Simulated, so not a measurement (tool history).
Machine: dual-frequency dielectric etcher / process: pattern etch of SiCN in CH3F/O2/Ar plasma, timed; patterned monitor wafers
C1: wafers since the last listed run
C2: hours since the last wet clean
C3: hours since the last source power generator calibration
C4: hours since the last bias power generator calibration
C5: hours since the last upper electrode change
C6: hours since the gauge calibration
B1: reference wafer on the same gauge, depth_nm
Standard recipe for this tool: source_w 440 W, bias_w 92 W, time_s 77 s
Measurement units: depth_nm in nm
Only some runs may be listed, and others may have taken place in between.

Run 1, day 0: usual settings; C1 0; C2 526.1; C3 4004.1; C4 2320.7; C5 4474.4; C6 75.3; B1 35.18. Result: depth_nm 34.27 nm.
Run 2, day 0.342: usual settings; C1 73; C2 534.3; C3 4012.3; C4 2328.9; C5 4482.6; C6 83.5; B1 35.23. Result: depth_nm 34.02 nm.
Run 3, day 0.921: usual settings; C1 125; C2 548.2; C3 4026.2; C4 2342.8; C5 4496.5; C6 97.4; B1 35.21. Result: depth_nm 34.25 nm.
Run 4, day 1.388: usual settings but source_w 360 W; C1 100; C2 559.4; C3 4037.4; C4 2354; C5 4507.7; C6 108.6; B1 35.2. Result: depth_nm 32.94 nm.
At day 2.971: upper electrode replaced, of another model than before.
Run 5, day 2.992: usual settings but source_w 360 W; C1 130; C2 597.9; C3 4075.9; C4 2392.5; C5 0.5; C6 147.1; B1 35.21. Result: depth_nm 33.6 nm.
Run 6, day 3.004: usual settings but source_w 360 W; C1 2; C2 598.2; C3 4076.2; C4 2392.8; C5 0.8; C6 147.4; B1 35.18. Result: depth_nm 33.5 nm.
Run 7, day 3.021: usual settings but time_s 59.5 s; C1 3; C2 598.6; C3 4076.6; C4 2393.2; C5 1.2; C6 147.8; B1 35.18. Result: depth_nm 26.58 nm.
Run 8, day 3.25: usual settings but source_w 390 W; C1 49; C2 604.1; C3 4082.1; C4 2398.7; C5 6.7; C6 153.3; B1 35.2. Result: depth_nm 33.84 nm.
At day 3.692: bias power generator calibrated.
Run 9, day 3.867: usual settings but source_w 530 W, bias_w 71 W, time_s 99.5 s; C1 97; C2 618.9; C3 4096.9; C4 4.2; C5 21.5; C6 168.1; B1 35.23. Result: depth_nm 41.37 nm.

Run 10 is up next; what results do you expect?
At day 4.492: source power generator calibrated.
At day 5.279: wet clean of the chamber.
At day 5.312: gauge calibrated.
Run 10, day 5.458: usual settings; C1 138; C2 4.3; C3 23.2; C4 42.4; C5 59.7; C6 3.5; B1 ?. Result: depth_nm ?.

{"run 10": {"B1": 35.21, "depth_nm": 32.25}}
Minus the tool's unlogged condition, the same run would have read depth_nm 32.43 nm.
